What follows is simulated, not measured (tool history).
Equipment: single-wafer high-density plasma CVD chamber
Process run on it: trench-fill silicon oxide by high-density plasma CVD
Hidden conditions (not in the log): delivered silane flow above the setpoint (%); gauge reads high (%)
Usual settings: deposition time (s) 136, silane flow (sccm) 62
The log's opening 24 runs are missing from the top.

run,hour,deposition time (s),silane flow (sccm),wafers since the last listed run,hours since the silane flow controller was replaced,hours since the gauge calibration,"read-back reference wafer on the same gauge, thickness_nm",mean film thickness on the monitor wafer (Å)
25,380.0,153,68,67,2136.8,520.9,783.139,9128.99
26,395.3,154,70,137,2152.1,536.2,782.147,9367.15
27,408.8,111,67,121,2165.6,549.7,783.481,6505.14
28,423.6,136,74,132,2180.4,564.5,781.957,8612.72
29,435.6,136,72,107,2192.4,576.5,782.519,8434.41
# hour 446.1: gauge calibrated
30,455.5,125,62,178,2212.3,9.4,783.140,6941.04
# hour 465.8: silane flow controller replaced
31,470.3,151,50,60,4.5,24.2,782.848,7409.17
32,483.5,136,68,118,17.7,37.4,782.602,8307.01
33,495.9,111,73,111,30.1,49.8,782.599,7177.03
34,507.9,110,62,107,42.1,61.8,783.644,6307.01
35,517.9,136,62,89,52.1,71.8,783.503,7805.44
36,534.1,136,62,145,68.3,88.0,782.710,7784.00
37,546.9,147,62,114,81.1,100.8,783.688,8395.28
38,561.2,145,73,128,95.4,115.1,782.898,9355.16
39,574.5,136,74,119,108.7,128.4,783.154,8855.97
40,589.6,156,74,135,123.8,143.5,782.899,10188.62
41,603.7,118,62,126,137.9,157.6,781.816,6729.47
42,614.0,120,67,92,148.2,167.9,783.472,7245.89
43,625.7,154,73,104,159.9,179.6,783.604,9923.79
44,640.9,136,62,136,175.1,194.8,781.694,7729.57
45,654.0,136,62,117,188.2,207.9,783.343,7672.82
46,671.1,136,62,153,205.3,225.0,782.687,7716.28
47,688.6,163,55,156,222.8,242.5,782.826,8427.98

Here are 3 independent what-if runs from the current tool condition. What would each one return?
A,689.0,136,62,3,223.2,242.9,?,?
B,689.0,136,54,3,223.2,242.9,?,?
C,689.0,156,71,3,223.2,242.9,?,?

run,"read-back reference wafer on the same gauge, thickness_nm",mean film thickness on the monitor wafer (Å)
A,783.067,7706.67
B,783.067,6969.55
C,783.067,9791.22
Had the tool no hidden state, the same runs would have come out as:
run,mean film thickness on the monitor wafer (Å)
A,7894.06
B,7139.02
C,10029.29

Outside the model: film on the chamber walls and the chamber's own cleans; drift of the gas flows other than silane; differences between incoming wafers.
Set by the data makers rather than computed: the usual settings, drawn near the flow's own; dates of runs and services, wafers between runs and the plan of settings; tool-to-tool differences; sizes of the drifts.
